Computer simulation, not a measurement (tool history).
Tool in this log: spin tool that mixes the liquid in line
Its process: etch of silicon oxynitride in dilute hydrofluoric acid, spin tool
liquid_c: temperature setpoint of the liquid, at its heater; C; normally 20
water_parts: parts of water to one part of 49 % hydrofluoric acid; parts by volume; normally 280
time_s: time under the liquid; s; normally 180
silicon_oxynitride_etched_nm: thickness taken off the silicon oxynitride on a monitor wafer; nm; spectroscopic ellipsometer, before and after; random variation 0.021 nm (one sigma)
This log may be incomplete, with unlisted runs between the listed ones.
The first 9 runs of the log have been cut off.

run,day,liquid_c,water_parts,time_s,"read-back film thickness of the silicon oxynitride reference wafer, read on the same gauge (nm)",silicon_oxynitride_etched_nm
10,25.921,23.5,400,280,100.018,0.885
11,29.842,23,280,180,100.007,0.804
12,31.875,18.5,280,180,100.005,0.691
13,33.996,25,280,180,100.041,0.863
14,36.979,22,280,180,100.014,0.756
15,40.246,17,280,210,100.039,0.696
16,43.679,20,280,180,99.991,0.64
17,45.6,22,325,230,99.992,0.828
# day 47.442: thermometer replaced
18,50.092,21.5,280,180,99.987,0.812
19,54.092,20,385,180,99.992,0.515
# day 54.467: hydrofluoric acid flow meter replaced
20,55.767,17,380,180,99.984,0.459
21,63.746,20,370,125,99.989,0.352
22,65.875,17,280,180,99.993,0.602
23,69.846,20,145,180,99.988,1.413
24,74.108,20,280,180,99.988,0.683
25,76.15,20,280,180,99.997,0.698
26,80.183,20,280,180,99.983,0.664
27,84.033,20,280,180,99.991,0.644
# day 84.917: hydrofluoric acid flow meter replaced
# day 85.346: thermometer replaced
28,87.054,20,280,100,99.981,0.403
29,90.779,20,175,180,100.015,1.345
30,92.429,23.5,235,285,100.005,1.69
31,94.458,20,280,235,100.049,0.965
32,97.683,17,210,180,99.986,0.903

Alternative continuations, all from the tool just after run 32; predict every row:
A,97.704,20,280,180,?,?
B,97.704,20,280,125,?,?
C,97.704,20,360,240,?,?
D,97.704,20,180,130,?,?
E,97.704,21.5,280,235,?,?

run,"read-back film thickness of the silicon oxynitride reference wafer, read on the same gauge (nm)",silicon_oxynitride_etched_nm
A,99.954,0.717
B,99.954,0.498
C,99.954,0.71
D,99.954,0.857
E,99.954,1.001
The same runs, with their run-to-run variation unchanged, on a tool lacking any hidden condition would have given:
run,silicon_oxynitride_etched_nm
A,0.744
B,0.517
C,0.736
D,0.891
E,1.039
